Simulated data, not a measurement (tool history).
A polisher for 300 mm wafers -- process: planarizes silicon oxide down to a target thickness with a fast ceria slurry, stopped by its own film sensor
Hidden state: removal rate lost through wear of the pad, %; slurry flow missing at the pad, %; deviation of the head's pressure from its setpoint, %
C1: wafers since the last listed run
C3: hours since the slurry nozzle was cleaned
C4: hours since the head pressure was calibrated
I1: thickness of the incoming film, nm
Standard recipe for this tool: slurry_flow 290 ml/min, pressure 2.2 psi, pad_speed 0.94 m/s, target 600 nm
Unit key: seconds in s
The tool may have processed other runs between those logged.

{"run": 1, "hour": 0.0, "slurry_flow": 345, "pressure": 2.2, "pad_speed": 0.94, "target": 600, "C1": 0, "wafers polished on this pad": 1085, "C3": 486.7, "C4": 149, "I1": 1286.3, "seconds": 71.8}
{"run": 2, "hour": 35.6, "slurry_flow": 290, "pressure": 2.2, "pad_speed": 0.94, "target": 600, "C1": 563, "wafers polished on this pad": 1648, "C3": 522.3, "C4": 184.6, "I1": 1300.7, "seconds": 76}
{"run": 3, "hour": 51.7, "slurry_flow": 290, "pressure": 2.2, "pad_speed": 0.94, "target": 600, "C1": 254, "wafers polished on this pad": 1902, "C3": 538.4, "C4": 200.7, "I1": 1297.6, "seconds": 75.6}
{"run": 4, "hour": 79.1, "slurry_flow": 210, "pressure": 1.7, "pad_speed": 0.94, "target": 600, "C1": 433, "wafers polished on this pad": 2336, "C3": 565.8, "C4": 228.1, "I1": 1288, "seconds": 97.4}
{"run": 5, "hour": 97.0, "slurry_flow": 210, "pressure": 1.7, "pad_speed": 0.94, "target": 600, "C1": 283, "wafers polished on this pad": 2619, "C3": 583.7, "C4": 246, "I1": 1279.9, "seconds": 96.6}
{"run": 6, "hour": 120.8, "slurry_flow": 210, "pressure": 1.7, "pad_speed": 0.94, "target": 600, "C1": 376, "wafers polished on this pad": 2996, "C3": 607.5, "C4": 269.8, "I1": 1293, "seconds": 99.8}
{"run": 7, "hour": 144.3, "slurry_flow": 290, "pressure": 2.2, "pad_speed": 0.94, "target": 600, "C1": 371, "wafers polished on this pad": 3367, "C3": 631, "C4": 293.3, "I1": 1275.1, "seconds": 79}
{"run": 8, "hour": 172.2, "slurry_flow": 290, "pressure": 2.2, "pad_speed": 0.94, "target": 600, "C1": 441, "wafers polished on this pad": 3809, "C3": 658.9, "C4": 321.2, "I1": 1274, "seconds": 80.7}
{"hour": 191.6, "done": "head pressure recalibrated"}
{"hour": 203.6, "done": "worn pad replaced by a new one"}
{"run": 9, "hour": 204.1, "slurry_flow": 290, "pressure": 2.2, "pad_speed": 0.94, "target": 600, "C1": 409, "wafers polished on this pad": 7, "C3": 690.8, "C4": 12.5, "I1": 1272.9, "seconds": 70.5}
{"run": 10, "hour": 251.5, "slurry_flow": 290, "pressure": 2.5, "pad_speed": 0.94, "target": 600, "C1": 749, "wafers polished on this pad": 757, "C3": 738.2, "C4": 59.9, "I1": 1271.5, "seconds": 64.9}
{"hour": 284.4, "done": "slurry nozzle cleaned"}
{"run": 11, "hour": 285.6, "slurry_flow": 290, "pressure": 2.2, "pad_speed": 0.94, "target": 763, "C1": 523, "wafers polished on this pad": 1280, "C3": 1.2, "C4": 94, "I1": 1274.9, "seconds": 55}
{"run": 12, "hour": 318.5, "slurry_flow": 290, "pressure": 2.2, "pad_speed": 0.94, "target": 763, "C1": 520, "wafers polished on this pad": 1801, "C3": 34.1, "C4": 126.9, "I1": 1291.1, "seconds": 57.1}
{"run": 13, "hour": 349.4, "slurry_flow": 290, "pressure": 2.2, "pad_speed": 1.06, "target": 463, "C1": 488, "wafers polished on this pad": 2290, "C3": 65, "C4": 157.8, "I1": 1310.8, "seconds": 85.6}
{"hour": 419.1, "done": "worn pad replaced by a new one"}
{"run": 14, "hour": 435.9, "slurry_flow": 290, "pressure": 2.2, "pad_speed": 0.94, "target": 600, "C1": 1305, "wafers polished on this pad": 266, "C3": 151.5, "C4": 244.3, "I1": 1277.3, "seconds": 72.1}
{"run": 15, "hour": 461.3, "slurry_flow": 290, "pressure": 2.2, "pad_speed": 0.94, "target": 600, "C1": 401, "wafers polished on this pad": 668, "C3": 176.9, "C4": 269.7, "I1": 1313.8, "seconds": 75.9}
{"run": 16, "hour": 487.0, "slurry_flow": 290, "pressure": 2.2, "pad_speed": 0.94, "target": 600, "C1": 406, "wafers polished on this pad": 1074, "C3": 202.6, "C4": 295.4, "I1": 1313.3, "seconds": 76.2}
{"run": 17, "hour": 516.4, "slurry_flow": 290, "pressure": 2.2, "pad_speed": 0.94, "target": 600, "C1": 465, "wafers polished on this pad": 1539, "C3": 232, "C4": 324.8, "I1": 1266, "seconds": 72}
{"hour": 525.7, "done": "head pressure recalibrated"}
{"run": 18, "hour": 534.8, "slurry_flow": 290, "pressure": 2.5, "pad_speed": 0.94, "target": 600, "C1": 259, "wafers polished on this pad": 1799, "C3": 250.4, "C4": 9.1, "I1": 1293.4, "seconds": 68.4}
{"run": 19, "hour": 567.0, "slurry_flow": 290, "pressure": 2.2, "pad_speed": 1.08, "target": 525, "C1": 509, "wafers polished on this pad": 2308, "C3": 282.6, "C4": 41.3, "I1": 1287.1, "seconds": 76.6}
{"run": 20, "hour": 599.5, "slurry_flow": 255, "pressure": 1.8, "pad_speed": 1.16, "target": 473, "C1": 514, "wafers polished on this pad": 2822, "C3": 315.1, "C4": 73.8, "I1": 1298.6, "seconds": 96.5}
{"run": 21, "hour": 624.0, "slurry_flow": 385, "pressure": 2.2, "pad_speed": 1.14, "target": 442, "C1": 387, "wafers polished on this pad": 3210, "C3": 339.6, "C4": 98.3, "I1": 1312.2, "seconds": 86.1}
{"run": 22, "hour": 650.5, "slurry_flow": 290, "pressure": 2.2, "pad_speed": 0.94, "target": 600, "C1": 419, "wafers polished on this pad": 3629, "C3": 366.1, "C4": 124.8, "I1": 1284.5, "seconds": 82.8}
{"hour": 675.4, "done": "worn pad replaced by a new one"}
{"run": 23, "hour": 676.1, "slurry_flow": 290, "pressure": 2.2, "pad_speed": 0.94, "target": 600, "C1": 341, "wafers polished on this pad": 11, "C3": 391.7, "C4": 150.4, "I1": 1292.1, "seconds": 74.1}
{"run": 24, "hour": 696.3, "slurry_flow": 290, "pressure": 2.2, "pad_speed": 0.94, "target": 600, "C1": 319, "wafers polished on this pad": 330, "C3": 411.9, "C4": 170.6, "I1": 1274.9, "seconds": 72.8}
{"run": 25, "hour": 728.1, "slurry_flow": 290, "pressure": 3, "pad_speed": 0.94, "target": 600, "C1": 503, "wafers polished on this pad": 833, "C3": 443.7, "C4": 202.4, "I1": 1308.5, "seconds": 59.3}
{"run": 26, "hour": 742.4, "slurry_flow": 290, "pressure": 2.2, "pad_speed": 0.94, "target": 600, "C1": 226, "wafers polished on this pad": 1059, "C3": 458, "C4": 216.7, "I1": 1312.1, "seconds": 77.2}
{"run": 27, "hour": 769.7, "slurry_flow": 290, "pressure": 3, "pad_speed": 0.64, "target": 600, "C1": 431, "wafers polished on this pad": 1491, "C3": 485.3, "C4": 244, "I1": 1267.6, "seconds": 72.8}
{"run": 28, "hour": 796.2, "slurry_flow": 290, "pressure": 2.2, "pad_speed": 0.94, "target": 600, "C1": 419, "wafers polished on this pad": 1911, "C3": 511.8, "C4": 270.5, "I1": 1317.7, "seconds": 77.6}
{"run": 29, "hour": 809.1, "slurry_flow": 290, "pressure": 2.4, "pad_speed": 1.24, "target": 600, "C1": 204, "wafers polished on this pad": 2115, "C3": 524.7, "C4": 283.4, "I1": 1293.3, "seconds": 59.8}
{"run": 30, "hour": 833.3, "slurry_flow": 290, "pressure": 2.8, "pad_speed": 1.08, "target": 834, "C1": 382, "wafers polished on this pad": 2497, "C3": 548.9, "C4": 307.6, "I1": 1300.9, "seconds": 39.5}
{"run": 31, "hour": 864.7, "slurry_flow": 290, "pressure": 2.2, "pad_speed": 0.94, "target": 600, "C1": 496, "wafers polished on this pad": 2994, "C3": 580.3, "C4": 339, "I1": 1287.2, "seconds": 80.2}
{"run": 32, "hour": 884.1, "slurry_flow": 205, "pressure": 2.9, "pad_speed": 0.64, "target": 359, "C1": 306, "wafers polished on this pad": 3301, "C3": 599.7, "C4": 358.4, "I1": 1295.4, "seconds": 116.9}
{"hour": 897.1, "done": "worn pad replaced by a new one"}
{"run": 33, "hour": 904.3, "slurry_flow": 290, "pressure": 2.2, "pad_speed": 0.94, "target": 600, "C1": 256, "wafers polished on this pad": 113, "C3": 619.9, "C4": 378.6, "I1": 1295.9, "seconds": 73.5}
{"run": 34, "hour": 927.2, "slurry_flow": 290, "pressure": 2.6, "pad_speed": 0.82, "target": 696, "C1": 362, "wafers polished on this pad": 476, "C3": 642.8, "C4": 401.5, "I1": 1287.4, "seconds": 59.8}
{"hour": 947.9, "done": "head pressure recalibrated"}
{"run": 35, "hour": 961.2, "slurry_flow": 290, "pressure": 2.2, "pad_speed": 0.94, "target": 600, "C1": 506, "wafers polished on this pad": 982, "C3": 676.8, "C4": 13.3, "I1": 1270.1, "seconds": 70.1}
{"run": 36, "hour": 983.4, "slurry_flow": 205, "pressure": 1.8, "pad_speed": 1.24, "target": 530, "C1": 351, "wafers polished on this pad": 1333, "C3": 699, "C4": 35.5, "I1": 1312.2, "seconds": 82.4}
{"run": 37, "hour": 1009.3, "slurry_flow": 365, "pressure": 1.5, "pad_speed": 0.94, "target": 600, "C1": 409, "wafers polished on this pad": 1743, "C3": 724.9, "C4": 61.4, "I1": 1285.2, "seconds": 98.1}
{"run": 38, "hour": 1028.7, "slurry_flow": 335, "pressure": 1.9, "pad_speed": 0.94, "target": 530, "C1": 306, "wafers polished on this pad": 2050, "C3": 744.3, "C4": 80.8, "I1": 1301.5, "seconds": 93.2}

What differs in the tool's unlogged condition from the final listed run ahead of each entry between runs to the first listed run following it?
After run 8, before run 9: head pressure recalibrated (hour 191.6); worn pad replaced by a new one (hour 203.6)
  removal rate lost through wear of the pad, %: 12 -> 0.59
  measured value less the no-hidden-state value, seconds: +9.7 -> +0.4 s
After run 10, before run 11: slurry nozzle cleaned (hour 284.4)
  removal rate lost through wear of the pad, %: 1.03 -> 1.88
  measured value less the no-hidden-state value, seconds: +0.7 -> +1.1 s
After run 13, before run 14: worn pad replaced by a new one (hour 419.1)
  removal rate lost through wear of the pad, %: 4.68 -> 0.926
  measured value less the no-hidden-state value, seconds: +4 -> +0.7 s
After run 17, before run 18: head pressure recalibrated (hour 525.7)
  removal rate lost through wear of the pad, %: 2.7 -> 3.45
  measured value less the no-hidden-state value, seconds: +1.9 -> +2.4 s
After run 22, before run 23: worn pad replaced by a new one (hour 675.4)
  removal rate lost through wear of the pad, %: 11.2 -> 1.85
  measured value less the no-hidden-state value, seconds: +9.2 -> +1.4 s
After run 32, before run 33: worn pad replaced by a new one (hour 897.1)
  removal rate lost through wear of the pad, %: 10.2 -> 0.189
  measured value less the no-hidden-state value, seconds: +12 -> +0.1 s
After run 34, before run 35: head pressure recalibrated (hour 947.9)
  removal rate lost through wear of the pad, %: 0.354 -> 0.971
  measured value less the no-hidden-state value, seconds: +0.2 -> +0.7 s

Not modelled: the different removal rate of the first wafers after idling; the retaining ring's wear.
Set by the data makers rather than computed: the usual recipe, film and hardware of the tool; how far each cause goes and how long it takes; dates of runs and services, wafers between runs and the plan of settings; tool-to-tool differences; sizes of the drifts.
